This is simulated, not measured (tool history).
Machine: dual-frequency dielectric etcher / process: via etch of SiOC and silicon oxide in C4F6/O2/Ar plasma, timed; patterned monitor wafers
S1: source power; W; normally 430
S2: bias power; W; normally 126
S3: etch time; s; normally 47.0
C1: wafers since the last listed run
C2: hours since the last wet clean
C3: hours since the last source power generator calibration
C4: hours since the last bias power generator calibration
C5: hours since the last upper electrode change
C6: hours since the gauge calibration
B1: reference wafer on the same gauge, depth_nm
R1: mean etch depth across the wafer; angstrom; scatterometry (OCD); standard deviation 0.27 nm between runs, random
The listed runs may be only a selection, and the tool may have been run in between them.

run 1 hour=0.0 | S1=430 S2=126 S3=47.0 | C1=0 C2=189.3 C3=2659.0 C4=2752.2 C5=4810.2 C6=297.9 | B1=46.50 | R1=453.6
run 2 hour=16.8 | S1=430 S2=126 S3=47.0 | C1=172 C2=206.1 C3=2675.8 C4=2769.0 C5=4827.0 C6=314.7 | B1=46.42 | R1=454.6
run 3 hour=34.7 | S1=430 S2=126 S3=47.0 | C1=183 C2=224.0 C3=2693.7 C4=2786.9 C5=4844.9 C6=332.6 | B1=46.54 | R1=457.6
run 4 hour=70.3 | S1=430 S2=126 S3=47.0 | C1=364 C2=259.6 C3=2729.3 C4=2822.5 C5=4880.5 C6=368.2 | B1=46.46 | R1=453.5
run 5 hour=93.0 | S1=430 S2=126 S3=47.0 | C1=232 C2=282.3 C3=2752.0 C4=2845.2 C5=4903.2 C6=390.9 | B1=46.51 | R1=453.6
run 6 hour=124.5 | S1=430 S2=126 S3=47.0 | C1=322 C2=313.8 C3=2783.5 C4=2876.7 C5=4934.7 C6=422.4 | B1=46.49 | R1=448.6
run 7 hour=146.4 | S1=460 S2=126 S3=57.5 | C1=224 C2=335.7 C3=2805.4 C4=2898.6 C5=4956.6 C6=444.3 | B1=46.42 | R1=566.3
-- hour=178.7 wet clean of the chamber
run 8 hour=179.2 | S1=430 S2=143 S3=47.0 | C1=90 C2=0.5 C3=2838.2 C4=2931.4 C5=4989.4 C6=477.1 | B1=46.52 | R1=476.0
run 9 hour=182.2 | S1=430 S2=126 S3=47.0 | C1=30 C2=3.5 C3=2841.2 C4=2934.4 C5=4992.4 C6=480.1 | B1=46.54 | R1=458.1
-- hour=197.1 bias power generator calibrated
run 10 hour=204.1 | S1=430 S2=126 S3=47.0 | C1=183 C2=25.4 C3=2863.1 C4=7.0 C5=5014.3 C6=502.0 | B1=46.55 | R1=460.9
run 11 hour=231.4 | S1=430 S2=126 S3=47.0 | C1=279 C2=52.7 C3=2890.4 C4=34.3 C5=5041.6 C6=529.3 | B1=46.47 | R1=459.0
-- hour=249.9 gauge calibrated
run 12 hour=258.9 | S1=390 S2=109 S3=33.5 | C1=281 C2=80.2 C3=2917.9 C4=61.8 C5=5069.1 C6=9.0 | B1=46.50 | R1=301.1
run 13 hour=279.3 | S1=520 S2=155 S3=47.0 | C1=209 C2=100.6 C3=2938.3 C4=82.2 C5=5089.5 C6=29.4 | B1=46.46 | R1=528.1
-- hour=316.9 source power generator calibrated
run 14 hour=317.4 | S1=430 S2=126 S3=59.0 | C1=349 C2=138.7 C3=0.5 C4=120.3 C5=5127.6 C6=67.5 | B1=46.49 | R1=575.4
run 15 hour=364.9 | S1=430 S2=95 S3=41.5 | C1=486 C2=186.2 C3=48.0 C4=167.8 C5=5175.1 C6=115.0 | B1=46.52 | R1=378.5
-- hour=410.6 upper electrode replaced
run 16 hour=411.1 | S1=480 S2=126 S3=47.0 | C1=227 C2=232.4 C3=94.2 C4=214.0 C5=0.5 C6=161.2 | B1=46.42 | R1=480.1
run 17 hour=411.5 | S1=430 S2=126 S3=47.0 | C1=4 C2=232.8 C3=94.6 C4=214.4 C5=0.9 C6=161.6 | B1=46.46 | R1=455.0
run 18 hour=427.4 | S1=360 S2=96 S3=54.0 | C1=162 C2=248.7 C3=110.5 C4=230.3 C5=16.8 C6=177.5 | B1=46.52 | R1=449.8
run 19 hour=455.6 | S1=490 S2=153 S3=47.0 | C1=288 C2=276.9 C3=138.7 C4=258.5 C5=45.0 C6=205.7 | B1=46.51 | R1=505.3
run 20 hour=468.5 | S1=430 S2=126 S3=47.0 | C1=132 C2=289.8 C3=151.6 C4=271.4 C5=57.9 C6=218.6 | B1=46.47 | R1=452.5
run 21 hour=491.8 | S1=430 S2=126 S3=47.0 | C1=238 C2=313.1 C3=174.9 C4=294.7 C5=81.2 C6=241.9 | B1=46.51 | R1=454.9
run 22 hour=507.4 | S1=430 S2=152 S3=58.0 | C1=159 C2=328.7 C3=190.5 C4=310.3 C5=96.8 C6=257.5 | B1=46.52 | R1=590.2
run 23 hour=523.4 | S1=430 S2=126 S3=47.0 | C1=163 C2=344.7 C3=206.5 C4=326.3 C5=112.8 C6=273.5 | B1=46.48 | R1=445.8

State the hidden condition of the tool at each of the runs:
source power that arrives over what is set, %: 0 in every run
bias power that arrives over what is set, %: 0 in every run
gauge reads high (%): 0 in every run
H1: etch rate over this chamber's usual, %
run=1 H1=-1.37
run=2 H1=-1.47
run=3 H1=-1.58
run=4 H1=-1.8
run=5 H1=-1.94
run=6 H1=-2.13
run=7 H1=-2.27
run=8 H1=0.292
run=9 H1=0.273
run=10 H1=0.139
run=11 H1=-0.0283
run=12 H1=-0.197
run=13 H1=-0.322
run=14 H1=-0.555
run=15 H1=-0.847
run=16 H1=-1.13
run=17 H1=-1.13
run=18 H1=-1.23
run=19 H1=-1.4
run=20 H1=-1.48
run=21 H1=-1.62
run=22 H1=-1.72
run=23 H1=-1.82

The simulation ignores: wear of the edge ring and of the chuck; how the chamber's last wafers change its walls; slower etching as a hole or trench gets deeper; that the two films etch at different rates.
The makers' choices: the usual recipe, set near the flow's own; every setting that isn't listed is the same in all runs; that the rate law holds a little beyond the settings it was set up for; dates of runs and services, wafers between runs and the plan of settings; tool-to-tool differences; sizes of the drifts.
